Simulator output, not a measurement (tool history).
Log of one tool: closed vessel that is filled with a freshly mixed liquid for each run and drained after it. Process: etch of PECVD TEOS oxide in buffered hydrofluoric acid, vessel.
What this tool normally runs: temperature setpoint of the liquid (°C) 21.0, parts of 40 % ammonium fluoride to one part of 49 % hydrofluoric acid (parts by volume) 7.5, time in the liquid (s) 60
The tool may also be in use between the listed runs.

run,hour,temperature setpoint of the liquid (°C),parts of 40 % ammonium fluoride to one part of 49 % hydrofluoric acid (parts by volume),time in the liquid (s),"read-back film thickness of the PECVD TEOS oxide reference wafer, read on the same gauge (nm)",thickness taken off the PECVD TEOS oxide on a monitor wafer (angstrom)
1,0.0,21.0,7.5,60,120.00,2484.9
2,59.5,21.0,7.5,60,119.99,2456.2
3,91.4,21.0,7.5,60,120.02,2527.4
# hour 125.8: gauge calibrated
4,231.0,21.0,7.5,60,120.03,2574.6
5,263.4,21.0,7.5,40,119.98,1728.3
6,329.3,21.0,7.5,40,119.99,1729.3
7,393.4,21.0,7.5,40,120.01,1719.5
8,430.3,21.0,7.5,70,120.00,3052.1
9,474.7,21.0,7.5,60,119.98,2657.1
10,532.1,21.0,7.5,60,120.00,2609.6
# hour 565.5: hydrofluoric acid flow meter replaced
11,600.1,21.0,7.5,35,119.98,1395.9
12,631.4,22.5,5.5,80,120.02,4525.3
# hour 658.6: thermometer replaced
13,666.7,21.0,7.5,60,119.99,2599.2
14,737.6,25.5,6.5,95,120.00,5967.6
15,764.2,21.0,7.5,30,119.99,1314.4
16,812.5,21.0,7.5,60,120.01,2611.5
17,859.4,21.0,7.5,60,120.01,2621.7
18,896.1,17.0,8.5,60,120.00,1837.7
19,960.7,22.5,5.5,80,120.00,5107.3
20,993.2,23.5,10.0,40,119.99,1523.7
21,1063.2,21.0,10.0,60,120.00,1997.6
22,1109.5,21.0,7.5,60,120.01,2709.7
23,1146.1,21.0,7.5,60,120.00,2745.9
24,1214.5,19.0,7.5,40,120.00,1603.8
25,1282.2,17.5,7.5,90,119.99,3392.8
26,1315.8,18.5,7.5,60,120.00,2390.9
27,1386.7,24.0,9.5,35,119.99,1526.6
# hour 1390.1: hydrofluoric acid flow meter replaced
28,1427.7,21.0,7.5,85,120.00,3446.4
29,1465.1,18.5,5.0,90,119.99,4647.1
30,1530.1,21.0,7.5,60,120.00,2501.3
31,1563.1,21.0,7.5,50,120.01,2077.0
32,1614.6,23.0,10.5,90,120.02,3069.2
33,1668.1,21.0,6.0,60,120.01,3057.5
34,1704.8,21.0,7.5,60,119.99,2517.7

Exercise: give the hidden state of the tool at every run:
gauge reads high (%): 0 in every run
H1: liquid colder than its thermometer reads (K)
H2: hydrofluoric acid flow above the setpoint (%)
run,H1,H2
1,0.922,4.59
2,0.954,5.55
3,0.971,6.07
4,1.05,8.32
5,1.06,8.84
6,1.1,9.9
7,1.14,10.9
8,1.16,11.5
9,1.18,12.2
10,1.21,13.2
11,1.25,2.96
12,1.27,3.47
13,0.065,4.04
14,0.104,5.18
15,0.118,5.61
16,0.144,6.39
17,0.17,7.14
18,0.19,7.73
19,0.225,8.78
20,0.243,9.3
21,0.281,10.4
22,0.306,11.2
23,0.326,11.8
24,0.363,12.9
25,0.4,14
26,0.418,14.5
27,0.457,15.6
28,0.479,0.883
29,0.499,1.49
30,0.535,2.53
31,0.553,3.07
32,0.581,3.9
33,0.61,4.76
34,0.63,5.35
